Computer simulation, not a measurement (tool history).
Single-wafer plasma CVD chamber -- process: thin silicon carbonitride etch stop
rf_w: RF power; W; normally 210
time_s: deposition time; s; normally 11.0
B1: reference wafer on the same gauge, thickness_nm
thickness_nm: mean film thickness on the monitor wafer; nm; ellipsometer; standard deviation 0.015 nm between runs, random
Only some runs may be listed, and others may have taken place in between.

{"run": 1, "day": 0.0, "rf_w": 210, "time_s": 11.9, "B1": 7.643, "thickness_nm": 6.978}
{"run": 2, "day": 2.788, "rf_w": 210, "time_s": 11.0, "B1": 7.638, "thickness_nm": 6.421}
{"run": 3, "day": 3.938, "rf_w": 210, "time_s": 11.0, "B1": 7.643, "thickness_nm": 6.452}
{"run": 4, "day": 6.592, "rf_w": 210, "time_s": 11.0, "B1": 7.638, "thickness_nm": 6.399}
{"run": 5, "day": 9.229, "rf_w": 210, "time_s": 11.0, "B1": 7.64, "thickness_nm": 6.438}
{"run": 6, "day": 12.029, "rf_w": 210, "time_s": 11.0, "B1": 7.639, "thickness_nm": 6.426}
{"run": 7, "day": 14.183, "rf_w": 210, "time_s": 11.0, "B1": 7.641, "thickness_nm": 6.426}
{"day": 15.575, "done": "gauge calibrated"}
{"run": 8, "day": 16.488, "rf_w": 210, "time_s": 11.0, "B1": 7.641, "thickness_nm": 6.445}
{"run": 9, "day": 17.721, "rf_w": 210, "time_s": 11.0, "B1": 7.638, "thickness_nm": 6.436}
{"run": 10, "day": 20.092, "rf_w": 210, "time_s": 11.0, "B1": 7.645, "thickness_nm": 6.458}
{"run": 11, "day": 21.733, "rf_w": 240, "time_s": 11.0, "B1": 7.639, "thickness_nm": 6.652}
{"run": 12, "day": 24.458, "rf_w": 210, "time_s": 11.8, "B1": 7.639, "thickness_nm": 6.905}
{"day": 26.579, "done": "thermocouple changed; heater temperature recalibrated"}
{"run": 13, "day": 26.6, "rf_w": 210, "time_s": 11.0, "B1": 7.64, "thickness_nm": 6.454}

What does the tool deliver on the next run?
{"run": 14, "day": 29.0, "rf_w": 175, "time_s": 11.8, "B1": "?", "thickness_nm": "?"}

{"run 14": {"B1": 7.638, "thickness_nm": 6.596}}
The same run, on a tool lacking any hidden state, would have yielded thickness_nm 6.596 nm.
